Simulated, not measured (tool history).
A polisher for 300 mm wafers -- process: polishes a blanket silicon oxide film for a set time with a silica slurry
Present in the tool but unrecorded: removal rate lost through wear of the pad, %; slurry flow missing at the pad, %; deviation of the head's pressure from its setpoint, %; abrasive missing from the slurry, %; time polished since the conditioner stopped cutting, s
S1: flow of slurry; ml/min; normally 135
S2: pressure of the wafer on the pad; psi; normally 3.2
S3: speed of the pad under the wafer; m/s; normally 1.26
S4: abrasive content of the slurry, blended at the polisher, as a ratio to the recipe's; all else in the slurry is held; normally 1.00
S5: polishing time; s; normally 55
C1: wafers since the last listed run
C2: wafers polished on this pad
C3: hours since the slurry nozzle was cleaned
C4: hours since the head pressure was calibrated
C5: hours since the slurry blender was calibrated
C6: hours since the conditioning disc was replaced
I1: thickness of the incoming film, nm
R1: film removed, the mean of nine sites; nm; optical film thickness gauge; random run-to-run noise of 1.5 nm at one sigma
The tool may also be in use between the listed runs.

run    hour   S1   S2    S3    S4  S5    C1    C2     C3     C4     C5     C6     I1     R1
  1     0.0  135  3.2  1.26  1.00  55     0  1732  528.6  414.9  322.2  444.6  743.7  123.4
        9.6  -- slurry nozzle cleaned
       42.3  -- slurry blender recalibrated
      111.4  -- head pressure recalibrated
      113.6  -- conditioning disc replaced and pad reconditioned
      156.1  -- worn pad replaced by a new one
  2   189.0  135  3.2  1.26  1.00  55  1451   268  179.4   77.6  146.7   75.4  751.0  128.3
  3   286.5  135  3.2  1.26  1.00  55   794  1063  276.9  175.1  244.2  172.9  751.1  127.8
  4   351.4  135  3.2  1.26  1.00  55   529  1592  341.8  240.0  309.1  237.8  760.0  126.1
      407.8  -- slurry blender recalibrated
  5   427.3  170  3.2  1.26  1.00  55   602  2194  417.7  315.9   19.5  313.7  750.4  130.6
  6   502.7  135  2.7  1.26  1.00  55   614  2809  493.1  391.3   94.9  389.1  756.4  113.0
  7   541.3  135  3.2  1.26  1.00  55   314  3124  531.7  429.9  133.5  427.7  757.0  123.4
      545.7  -- worn pad replaced by a new one
      614.6  -- slurry nozzle cleaned
  8   628.6  135  3.2  1.26  1.00  55   671   667   14.0  517.2  220.8  515.0  751.0  128.1
  9   677.0  135  3.2  1.26  1.00  55   394  1062   62.4  565.6  269.2  563.4  760.0  126.5
      729.6  -- conditioning disc replaced and pad reconditioned
 10   733.2  135  3.2  1.26  1.00  55   441  1504  118.6  621.8  325.4    3.6  763.3  128.2
      767.4  -- head pressure recalibrated
      789.6  -- slurry blender recalibrated
 11   806.8  135  3.2  1.26  1.00  55   567  2071  192.2   39.4   17.2   77.2  744.6  125.9
 12   865.5  135  3.7  1.26  1.00  55   478  2550  250.9   98.1   75.9  135.9  742.8  138.6
 13   910.3  135  3.2  1.26  1.00  55   365  2915  295.7  142.9  120.7  180.7  748.6  124.8
      963.2  -- worn pad replaced by a new one
 14   979.1  150  3.2  1.26  1.00  55   528   129  364.5  211.7  189.5  249.5  749.5  128.0
 15  1027.6  175  2.6  1.26  0.80  55   395   524  413.0  260.2  238.0  298.0  757.7  104.1
     1212.0  -- conditioning disc replaced and pad reconditioned
 16  1213.0  135  2.8  1.48  1.00  55  1495  2020  598.4  445.6  423.4    1.0  754.7  126.4
     1242.3  -- slurry nozzle cleaned
     1251.6  -- slurry blender recalibrated
 17  1315.8  135  3.2  1.26  1.00  55   813  2833   73.5  548.4   64.2  103.8  755.7  126.3
     1332.7  -- worn pad replaced by a new one
     1393.3  -- head pressure recalibrated
 18  1419.1  145  3.2  1.26  1.00  36   793   688  176.8   25.8  167.5  207.1  746.2   83.4
 19  1456.7  135  2.1  1.26  0.85  55   306   994  214.4   63.4  205.1  244.7  748.9   91.7
 20  1493.4  135  3.2  1.26  1.00  55   299  1293  251.1  100.1  241.8  281.4  756.6  125.5
 21  1579.8  170  3.2  1.00  1.00  55   704  1998  337.5  186.5  328.2  367.8  746.3  108.3
     1677.9  -- slurry blender recalibrated
 22  1687.6  120  2.2  1.26  1.00  55   862  2860  445.3  294.3    9.7  475.6  755.5  100.2
     1702.1  -- worn pad replaced by a new one
 23  1729.2  135  3.2  1.26  0.90  55   306   220  486.9  335.9   51.3  517.2  755.0  116.0
 24  1794.8  135  3.2  1.26  1.00  55   534   755  552.5  401.5  116.9  582.8  746.4  121.9
     1801.0  -- slurry nozzle cleaned
     1833.0  -- conditioning disc replaced and pad reconditioned
 25  1861.4   95  3.8  1.26  1.20  46   518  1274   60.4  468.1  183.5   28.4  746.3  121.2
 26  1925.5  135  3.2  1.26  1.00  55   522  1796  124.5  532.2  247.6   92.5  748.5  129.9

Below are 3 alternative next runs, each starting from the tool's condition after run 26. Predict each:
  A  1925.9  135  3.2  1.26  1.00  55   3  1799  124.9  532.6  248.0  92.9  745.9   ?
  B  1925.9  145  3.2  1.26  1.00  55   3  1799  124.9  532.6  248.0  92.9  745.9   ?
  C  1925.9  170  3.2  1.26  1.25  55   3  1799  124.9  532.6  248.0  92.9  745.9   ?

run     R1
  A  128.3
  B  129.4
  C  143.9
Take away the tool's hidden state, keep each run's random variation, and the runs would have read:
run     R1
  A  128.9
  B  129.9
  C  144.4
